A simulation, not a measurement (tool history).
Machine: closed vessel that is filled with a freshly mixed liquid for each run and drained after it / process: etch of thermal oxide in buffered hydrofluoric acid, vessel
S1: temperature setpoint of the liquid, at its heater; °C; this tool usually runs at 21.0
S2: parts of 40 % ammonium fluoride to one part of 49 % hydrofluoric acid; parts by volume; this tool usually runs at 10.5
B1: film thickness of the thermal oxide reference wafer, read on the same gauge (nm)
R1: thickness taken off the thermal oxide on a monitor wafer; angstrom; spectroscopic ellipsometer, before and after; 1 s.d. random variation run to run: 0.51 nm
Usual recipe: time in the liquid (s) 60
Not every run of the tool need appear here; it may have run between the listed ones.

{"run": 1, "day": 0.0, "S1": 24.5, "S2": 10.5, "time in the liquid (s)": 60, "B1": 70.0, "R1": 584.2}
{"run": 2, "day": 2.792, "S1": 24.5, "S2": 10.5, "time in the liquid (s)": 60, "B1": 69.99, "R1": 590.5}
{"run": 3, "day": 4.238, "S1": 24.5, "S2": 10.5, "time in the liquid (s)": 60, "B1": 69.97, "R1": 587.2}
{"run": 4, "day": 5.329, "S1": 21.0, "S2": 10.5, "time in the liquid (s)": 60, "B1": 69.98, "R1": 489.0}
{"run": 5, "day": 8.15, "S1": 21.0, "S2": 10.5, "time in the liquid (s)": 60, "B1": 70.01, "R1": 478.8}
{"run": 6, "day": 11.046, "S1": 21.0, "S2": 13.5, "time in the liquid (s)": 60, "B1": 69.98, "R1": 384.2}
{"run": 7, "day": 12.408, "S1": 21.0, "S2": 13.5, "time in the liquid (s)": 60, "B1": 70.0, "R1": 376.0}
{"day": 14.654, "done": "gauge calibrated"}
{"run": 8, "day": 15.288, "S1": 21.0, "S2": 13.5, "time in the liquid (s)": 60, "B1": 70.02, "R1": 377.7}
{"run": 9, "day": 17.512, "S1": 17.0, "S2": 10.5, "time in the liquid (s)": 60, "B1": 69.99, "R1": 377.9}
{"run": 10, "day": 19.333, "S1": 21.0, "S2": 10.5, "time in the liquid (s)": 60, "B1": 69.98, "R1": 486.0}
{"run": 11, "day": 20.558, "S1": 18.5, "S2": 14.0, "time in the liquid (s)": 60, "B1": 70.04, "R1": 313.3}
{"run": 12, "day": 22.679, "S1": 24.5, "S2": 12.0, "time in the liquid (s)": 30, "B1": 69.99, "R1": 254.4}
{"day": 23.612, "done": "thermometer replaced"}
{"run": 13, "day": 24.696, "S1": 19.0, "S2": 8.0, "time in the liquid (s)": 90, "B1": 70.0, "R1": 936.0}
{"day": 25.175, "done": "hydrofluoric acid flow meter replaced"}
{"run": 14, "day": 26.433, "S1": 21.0, "S2": 10.5, "time in the liquid (s)": 60, "B1": 69.98, "R1": 533.3}
{"run": 15, "day": 28.721, "S1": 21.0, "S2": 10.5, "time in the liquid (s)": 60, "B1": 70.0, "R1": 547.3}
{"run": 16, "day": 30.829, "S1": 17.5, "S2": 14.0, "time in the liquid (s)": 30, "B1": 70.0, "R1": 165.0}
{"run": 17, "day": 33.308, "S1": 23.0, "S2": 10.5, "time in the liquid (s)": 60, "B1": 70.0, "R1": 588.9}

What if the next run were any one of these 5? Each begins from the tool's condition after run 17:
{"run": "A", "day": 33.338, "S1": 21.0, "S2": 10.5, "time in the liquid (s)": 60, "B1": "?", "R1": "?"}
{"run": "B", "day": 33.338, "S1": 17.0, "S2": 9.0, "time in the liquid (s)": 75, "B1": "?", "R1": "?"}
{"run": "C", "day": 33.338, "S1": 21.0, "S2": 10.5, "time in the liquid (s)": 35, "B1": "?", "R1": "?"}
{"run": "D", "day": 33.338, "S1": 17.5, "S2": 10.5, "time in the liquid (s)": 60, "B1": "?", "R1": "?"}
{"run": "E", "day": 33.338, "S1": 18.5, "S2": 10.5, "time in the liquid (s)": 60, "B1": "?", "R1": "?"}

run=A B1=69.99 R1=528.8
run=B B1=69.99 R1=590.9
run=C B1=69.99 R1=308.5
run=D B1=69.99 R1=434.1
run=E B1=69.99 R1=459.5
With the hidden condition removed and each run's random variation left untouched, the same runs would have given:
run=A R1=538.3
run=B R1=601.8
run=C R1=314.0
run=D R1=442.0
run=E R1=467.9
